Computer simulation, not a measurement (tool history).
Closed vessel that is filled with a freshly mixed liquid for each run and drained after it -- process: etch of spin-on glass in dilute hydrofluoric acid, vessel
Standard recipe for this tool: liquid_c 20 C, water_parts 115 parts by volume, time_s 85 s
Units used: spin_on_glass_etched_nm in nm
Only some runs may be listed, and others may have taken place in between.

run    hour  liquid_c  water_parts  time_s  wafers since the last listed run  hours since the thermometer was replaced  hours since the hydrofluoric acid flow meter was replaced  hours since the gauge calibration  read-back film thickness of the spin-on glass reference wafer, read on the same gauge (nm)  spin_on_glass_etched_nm
  1       0        20          115      85                                 0                                     791.6                                                      677.6                              754.8                                                                                      149.99                    34.81
  2    81.2        20           80      65                              7769                                     872.8                                                      758.8                                836                                                                                         150                    40.42
  3   148.4        20           80      65                              6430                                       940                                                        826                              903.2                                                                                      149.97                    39.62
  4   383.4        20           80      65                             22486                                      1175                                                       1061                             1138.2                                                                                         150                    38.25
  5   693.3        20          115      85                             29653                                    1484.9                                                     1370.9                             1448.1                                                                                         150                    32.56
      709.2  -- gauge calibrated
      766.5  -- thermometer replaced
  6   780.7        20          160      85                              8267                                      14.2                                                     1458.3                               71.5                                                                                      150.02                    22.27
  7   817.4        20          160      85                              3511                                      50.9                                                       1495                              108.2                                                                                      150.02                    22.06
  8     876        20          175      40                              5607                                     109.5                                                     1553.6                              166.8                                                                                      150.02                     9.32
  9   937.5        20          115      85                              5884                                       171                                                     1615.1                              228.3                                                                                      149.98                    31.44
      969.1  -- hydrofluoric acid flow meter replaced
 10    1027      18.5          150      50                              8468                                     260.5                                                       57.9                              317.8                                                                                      150.02                    14.65
 11  1113.6        20          115      45                              8286                                     347.1                                                      144.5                              404.4                                                                                         150                     18.5
 12  1165.8        22          115      45                              4994                                     399.3                                                      196.7                              456.6                                                                                         150                    20.38
 13  1205.2        20           80      85                              3770                                     438.7                                                      236.1                                496                                                                                      150.02                     52.4
 14  1246.9        20          115      35                              3990                                     480.4                                                      277.8                              537.7                                                                                      149.99                    14.48

Hidden state or all else? Some run-to-run changes of spin_on_glass_etched_nm, split into what the settings, what came in and random variation would give without the hidden state, and what is left for the hidden state (with any gauge scatter that isn't in both results):
Unlogged tool condition in this case: liquid colder than its thermometer reads (K); hydrofluoric acid flow below the setpoint (%); gauge reads high (%).
Run 9 -> 10: liquid_c 20 -> 18.5, water_parts 115 -> 150, time_s 85 -> 50, hydrofluoric acid flow meter replaced. spin_on_glass_etched_nm -16.79 nm: hidden state +4.24, all else -21.03.
Run 13 -> 14: water_parts 80 -> 115, time_s 85 -> 35. spin_on_glass_etched_nm -37.92 nm: hidden state +1.43, all else -39.35.
